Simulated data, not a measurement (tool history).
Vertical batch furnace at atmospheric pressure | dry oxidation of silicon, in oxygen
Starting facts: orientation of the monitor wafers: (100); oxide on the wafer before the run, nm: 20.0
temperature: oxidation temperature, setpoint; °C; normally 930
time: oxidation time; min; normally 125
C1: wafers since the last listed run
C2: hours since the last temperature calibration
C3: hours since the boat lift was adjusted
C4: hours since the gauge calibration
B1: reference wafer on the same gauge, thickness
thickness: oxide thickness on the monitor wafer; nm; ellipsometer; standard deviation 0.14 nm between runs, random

{"run": 1, "hour": 0.0, "temperature": 930, "time": 125, "C1": 0, "C2": 3754.9, "C3": 4941.9, "C4": 1010.3, "B1": 60.92, "thickness": 55.94}
{"run": 2, "hour": 68.2, "temperature": 930, "time": 125, "C1": 428, "C2": 3823.1, "C3": 5010.1, "C4": 1078.5, "B1": 60.9, "thickness": 56.21}
{"run": 3, "hour": 163.1, "temperature": 930, "time": 125, "C1": 595, "C2": 3918, "C3": 5105, "C4": 1173.4, "B1": 60.9, "thickness": 55.96}
{"run": 4, "hour": 207.8, "temperature": 930, "time": 125, "C1": 280, "C2": 3962.7, "C3": 5149.7, "C4": 1218.1, "B1": 60.88, "thickness": 56.08}
{"run": 5, "hour": 295.5, "temperature": 930, "time": 125, "C1": 550, "C2": 4050.4, "C3": 5237.4, "C4": 1305.8, "B1": 60.88, "thickness": 56.03}
{"run": 6, "hour": 362.1, "temperature": 930, "time": 125, "C1": 418, "C2": 4117, "C3": 5304, "C4": 1372.4, "B1": 60.88, "thickness": 56.02}
{"run": 7, "hour": 458.7, "temperature": 930, "time": 91, "C1": 606, "C2": 4213.6, "C3": 5400.6, "C4": 1469, "B1": 60.9, "thickness": 47.27}
{"run": 8, "hour": 510.1, "temperature": 930, "time": 125, "C1": 322, "C2": 4265, "C3": 5452, "C4": 1520.4, "B1": 60.91, "thickness": 56.46}
{"run": 9, "hour": 594.3, "temperature": 930, "time": 125, "C1": 528, "C2": 4349.2, "C3": 5536.2, "C4": 1604.6, "B1": 60.85, "thickness": 56.28}
{"run": 10, "hour": 666.3, "temperature": 930, "time": 125, "C1": 452, "C2": 4421.2, "C3": 5608.2, "C4": 1676.6, "B1": 60.88, "thickness": 56.54}
{"hour": 670.1, "done": "gauge calibrated"}
{"run": 11, "hour": 768.2, "temperature": 930, "time": 111.5, "C1": 639, "C2": 4523.1, "C3": 5710.1, "C4": 98.1, "B1": 60.91, "thickness": 52.89}
{"hour": 835.9, "done": "thermocouples replaced and temperature profile calibrated"}
{"run": 12, "hour": 836.4, "temperature": 930, "time": 125, "C1": 277, "C2": 0.5, "C3": 5778.3, "C4": 166.3, "B1": 60.93, "thickness": 54.97}
{"run": 13, "hour": 867.5, "temperature": 930, "time": 125, "C1": 195, "C2": 31.6, "C3": 5809.4, "C4": 197.4, "B1": 60.93, "thickness": 54.88}
{"run": 14, "hour": 970.6, "temperature": 930, "time": 125, "C1": 647, "C2": 134.7, "C3": 5912.5, "C4": 300.5, "B1": 60.87, "thickness": 54.9}
{"run": 15, "hour": 1049.4, "temperature": 930, "time": 125, "C1": 494, "C2": 213.5, "C3": 5991.3, "C4": 379.3, "B1": 60.9, "thickness": 55.01}
{"run": 16, "hour": 1085.9, "temperature": 919, "time": 108.5, "C1": 229, "C2": 250, "C3": 6027.8, "C4": 415.8, "B1": 60.95, "thickness": 46.73}
{"run": 17, "hour": 1142.6, "temperature": 955, "time": 175.5, "C1": 356, "C2": 306.7, "C3": 6084.5, "C4": 472.5, "B1": 60.85, "thickness": 81.87}
{"run": 18, "hour": 1189.5, "temperature": 947, "time": 125, "C1": 294, "C2": 353.6, "C3": 6131.4, "C4": 519.4, "B1": 60.9, "thickness": 62.78}
{"run": 19, "hour": 1239.8, "temperature": 942, "time": 147, "C1": 315, "C2": 403.9, "C3": 6181.7, "C4": 569.7, "B1": 60.87, "thickness": 66.19}
{"run": 20, "hour": 1324.3, "temperature": 920, "time": 87, "C1": 530, "C2": 488.4, "C3": 6266.2, "C4": 654.2, "B1": 60.93, "thickness": 42.44}
{"run": 21, "hour": 1430.5, "temperature": 930, "time": 70.5, "C1": 666, "C2": 594.6, "C3": 6372.4, "C4": 760.4, "B1": 60.92, "thickness": 41.33}
{"run": 22, "hour": 1482.5, "temperature": 930, "time": 125, "C1": 326, "C2": 646.6, "C3": 6424.4, "C4": 812.4, "B1": 60.86, "thickness": 54.85}
{"run": 23, "hour": 1523.7, "temperature": 930, "time": 125, "C1": 258, "C2": 687.8, "C3": 6465.6, "C4": 853.6, "B1": 60.89, "thickness": 55.02}
{"run": 24, "hour": 1564.6, "temperature": 938, "time": 163.5, "C1": 256, "C2": 728.7, "C3": 6506.5, "C4": 894.5, "B1": 60.92, "thickness": 68.87}
{"run": 25, "hour": 1602.0, "temperature": 930, "time": 125, "C1": 234, "C2": 766.1, "C3": 6543.9, "C4": 931.9, "B1": 60.93, "thickness": 54.87}
{"run": 26, "hour": 1677.6, "temperature": 952, "time": 66.5, "C1": 474, "C2": 841.7, "C3": 6619.5, "C4": 1007.5, "B1": 60.88, "thickness": 46.39}
{"hour": 1778.6, "done": "boat lift adjusted"}
{"run": 27, "hour": 1779.1, "temperature": 953, "time": 125, "C1": 486, "C2": 943.2, "C3": 0.5, "C4": 1109, "B1": 60.87, "thickness": 66}
{"run": 28, "hour": 1844.3, "temperature": 920, "time": 87, "C1": 409, "C2": 1008.4, "C3": 65.7, "C4": 1174.2, "B1": 60.88, "thickness": 42.25}
{"run": 29, "hour": 1899.9, "temperature": 930, "time": 125, "C1": 349, "C2": 1064, "C3": 121.3, "C4": 1229.8, "B1": 60.87, "thickness": 54.93}
{"run": 30, "hour": 1971.8, "temperature": 930, "time": 125, "C1": 451, "C2": 1135.9, "C3": 193.2, "C4": 1301.7, "B1": 60.9, "thickness": 55.19}
{"run": 31, "hour": 2060.5, "temperature": 906, "time": 85.5, "C1": 556, "C2": 1224.6, "C3": 281.9, "C4": 1390.4, "B1": 60.89, "thickness": 38.3}
{"run": 32, "hour": 2106.1, "temperature": 949, "time": 94.5, "C1": 286, "C2": 1270.2, "C3": 327.5, "C4": 1436, "B1": 60.88, "thickness": 54.55}

Run 33, settings as shown, results not yet in. Your forecast:
{"run": 33, "hour": 2198.7, "temperature": 930, "time": 125, "C1": 581, "C2": 1362.8, "C3": 420.1, "C4": 1528.6, "B1": "?", "thickness": "?"}

B1: 60.91
thickness: 55.33 nm
Without the tool's hidden state the same run would have given thickness 55.12 nm.

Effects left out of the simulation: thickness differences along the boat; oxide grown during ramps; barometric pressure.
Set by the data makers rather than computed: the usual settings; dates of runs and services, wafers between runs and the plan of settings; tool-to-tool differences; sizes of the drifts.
